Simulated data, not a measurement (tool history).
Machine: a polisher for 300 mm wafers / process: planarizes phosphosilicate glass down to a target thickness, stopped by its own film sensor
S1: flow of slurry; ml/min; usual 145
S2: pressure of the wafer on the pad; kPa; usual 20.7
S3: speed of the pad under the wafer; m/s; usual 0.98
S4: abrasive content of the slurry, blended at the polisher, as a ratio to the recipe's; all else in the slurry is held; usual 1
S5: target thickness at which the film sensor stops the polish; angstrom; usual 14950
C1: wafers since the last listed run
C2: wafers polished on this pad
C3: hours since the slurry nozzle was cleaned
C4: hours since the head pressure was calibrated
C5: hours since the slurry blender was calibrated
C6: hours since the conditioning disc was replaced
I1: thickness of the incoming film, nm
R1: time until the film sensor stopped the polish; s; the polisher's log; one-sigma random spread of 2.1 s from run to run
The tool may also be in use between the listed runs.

run 1 hour=0 | S1=145 S2=20.7 S3=0.98 S4=1 S5=14950 | C1=0 C2=366 C3=721 C4=962.5 C5=149.4 C6=316.2 | I1=2361.9 | R1=123.8
run 2 hour=15.3 | S1=145 S2=20.7 S3=0.98 S4=1 S5=14950 | C1=128 C2=495 C3=736.3 C4=977.8 C5=164.7 C6=331.5 | I1=2358.1 | R1=119.3
run 3 hour=25 | S1=145 S2=20.7 S3=0.98 S4=1 S5=14950 | C1=81 C2=576 C3=746 C4=987.5 C5=174.4 C6=341.2 | I1=2353.6 | R1=122.7
-- hour=27.5 conditioning disc replaced and pad reconditioned
-- hour=40.9 worn pad replaced by a new one
run 4 hour=41.4 | S1=145 S2=20.7 S3=0.98 S4=1 S5=14950 | C1=87 C2=4 C3=762.4 C4=1003.9 C5=190.8 C6=13.9 | I1=2394.7 | R1=117.6
run 5 hour=53.1 | S1=145 S2=20.7 S3=0.98 S4=1 S5=14950 | C1=98 C2=102 C3=774.1 C4=1015.6 C5=202.5 C6=25.6 | I1=2333.2 | R1=111.6
run 6 hour=70.4 | S1=145 S2=20.7 S3=0.98 S4=1 S5=16010 | C1=145 C2=248 C3=791.4 C4=1032.9 C5=219.8 C6=42.9 | I1=2359.6 | R1=102.4
-- hour=78.7 slurry blender recalibrated
run 7 hour=79.2 | S1=145 S2=20.7 S3=1.3 S4=1 S5=14170 | C1=57 C2=305 C3=800.2 C4=1041.7 C5=0.5 C6=51.7 | I1=2345.5 | R1=100.8
run 8 hour=97.1 | S1=145 S2=20.7 S3=0.98 S4=1.2 S5=14950 | C1=150 C2=456 C3=818.1 C4=1059.6 C5=18.4 C6=69.6 | I1=2375.3 | R1=111.6
run 9 hour=108.7 | S1=145 S2=20.7 S3=0.98 S4=1 S5=12270 | C1=97 C2=553 C3=829.7 C4=1071.2 C5=30 C6=81.2 | I1=2385.6 | R1=159.9
-- hour=129.2 worn pad replaced by a new one
run 10 hour=129.7 | S1=185 S2=20.7 S3=0.68 S4=1 S5=14950 | C1=143 C2=4 C3=850.7 C4=1092.2 C5=51 C6=102.2 | I1=2379.6 | R1=153.3
run 11 hour=139.8 | S1=145 S2=15.2 S3=0.98 S4=1 S5=12350 | C1=84 C2=89 C3=860.8 C4=1102.3 C5=61.1 C6=112.3 | I1=2362.3 | R1=175.1
-- hour=149.6 slurry nozzle cleaned
run 12 hour=152.8 | S1=145 S2=14.5 S3=0.78 S4=1 S5=12600 | C1=100 C2=190 C3=3.2 C4=1115.3 C5=74.1 C6=125.3 | I1=2372.6 | R1=221.6
run 13 hour=165.4 | S1=145 S2=20.7 S3=0.98 S4=1 S5=14950 | C1=106 C2=296 C3=15.8 C4=1127.9 C5=86.7 C6=137.9 | I1=2373.2 | R1=120
run 14 hour=175.2 | S1=95 S2=20.7 S3=0.98 S4=1 S5=14950 | C1=82 C2=378 C3=25.6 C4=1137.7 C5=96.5 C6=147.7 | I1=2389.1 | R1=136.4
-- hour=190.6 head pressure recalibrated
run 15 hour=194.4 | S1=145 S2=20.7 S3=0.98 S4=0.85 S5=14950 | C1=144 C2=523 C3=44.8 C4=3.8 C5=115.7 C6=166.9 | I1=2387.6 | R1=133.4
run 16 hour=201.3 | S1=165 S2=20.7 S3=1.08 S4=0.75 S5=16470 | C1=58 C2=581 C3=51.7 C4=10.7 C5=122.6 C6=173.8 | I1=2356 | R1=95.5
run 17 hour=214.8 | S1=185 S2=24.1 S3=0.72 S4=1 S5=17610 | C1=113 C2=695 C3=65.2 C4=24.2 C5=136.1 C6=187.3 | I1=2367.1 | R1=92.8
-- hour=234.1 worn pad replaced by a new one
run 18 hour=242.7 | S1=145 S2=15.2 S3=0.98 S4=1 S5=14950 | C1=201 C2=72 C3=93.1 C4=52.1 C5=164 C6=215.2 | I1=2338.6 | R1=137.8
run 19 hour=253.6 | S1=145 S2=20.7 S3=0.98 S4=1 S5=12520 | C1=91 C2=163 C3=104 C4=63 C5=174.9 C6=226.1 | I1=2391.2 | R1=158.1
run 20 hour=261.8 | S1=170 S2=20.7 S3=0.98 S4=1.15 S5=16300 | C1=69 C2=232 C3=112.2 C4=71.2 C5=183.1 C6=234.3 | I1=2356 | R1=95.4
run 21 hour=274.2 | S1=145 S2=20.7 S3=0.98 S4=1 S5=14950 | C1=104 C2=337 C3=124.6 C4=83.6 C5=195.5 C6=246.7 | I1=2368.3 | R1=128.7
-- hour=285.1 slurry blender recalibrated
run 22 hour=288.3 | S1=145 S2=20.7 S3=0.98 S4=0.9 S5=14950 | C1=101 C2=438 C3=138.7 C4=97.7 C5=3.2 C6=260.8 | I1=2408.2 | R1=135.1
run 23 hour=305.9 | S1=145 S2=20.7 S3=0.98 S4=1 S5=14950 | C1=148 C2=587 C3=156.3 C4=115.3 C5=20.8 C6=278.4 | I1=2385.3 | R1=126.3
-- hour=320.7 worn pad replaced by a new one
run 24 hour=321.2 | S1=145 S2=17.2 S3=0.98 S4=1 S5=14950 | C1=95 C2=3 C3=171.6 C4=130.6 C5=36.1 C6=293.7 | I1=2377.6 | R1=137.4

Below are 5 alternative next runs, each starting from the tool's condition after run 24. Predict each:
run A hour=321.7 | S1=145 S2=20.7 S3=0.98 S4=1 S5=14950 | C1=4 C2=8 C3=172.1 C4=131.1 C5=36.6 C6=294.2 | I1=2350.5 | R1=?
run B hour=321.7 | S1=195 S2=17.2 S3=1.14 S4=1.1 S5=14950 | C1=4 C2=8 C3=172.1 C4=131.1 C5=36.6 C6=294.2 | I1=2350.5 | R1=?
run C hour=321.7 | S1=125 S2=20.7 S3=1.08 S4=0.8 S5=14030 | C1=4 C2=8 C3=172.1 C4=131.1 C5=36.6 C6=294.2 | I1=2350.5 | R1=?
run D hour=321.7 | S1=145 S2=20.7 S3=0.88 S4=1 S5=13030 | C1=4 C2=8 C3=172.1 C4=131.1 C5=36.6 C6=294.2 | I1=2350.5 | R1=?
run E hour=321.7 | S1=185 S2=27.6 S3=1.14 S4=0.8 S5=14950 | C1=4 C2=8 C3=172.1 C4=131.1 C5=36.6 C6=294.2 | I1=2350.5 | R1=?

run=A R1=120.4
run=B R1=110.5
run=C R1=137.3
run=D R1=159.3
run=E R1=95.1
Without the tool's hidden state the same runs would have given:
run=A R1=108.3
run=B R1=99
run=C R1=122.5
run=D R1=144.6
run=E R1=82.8

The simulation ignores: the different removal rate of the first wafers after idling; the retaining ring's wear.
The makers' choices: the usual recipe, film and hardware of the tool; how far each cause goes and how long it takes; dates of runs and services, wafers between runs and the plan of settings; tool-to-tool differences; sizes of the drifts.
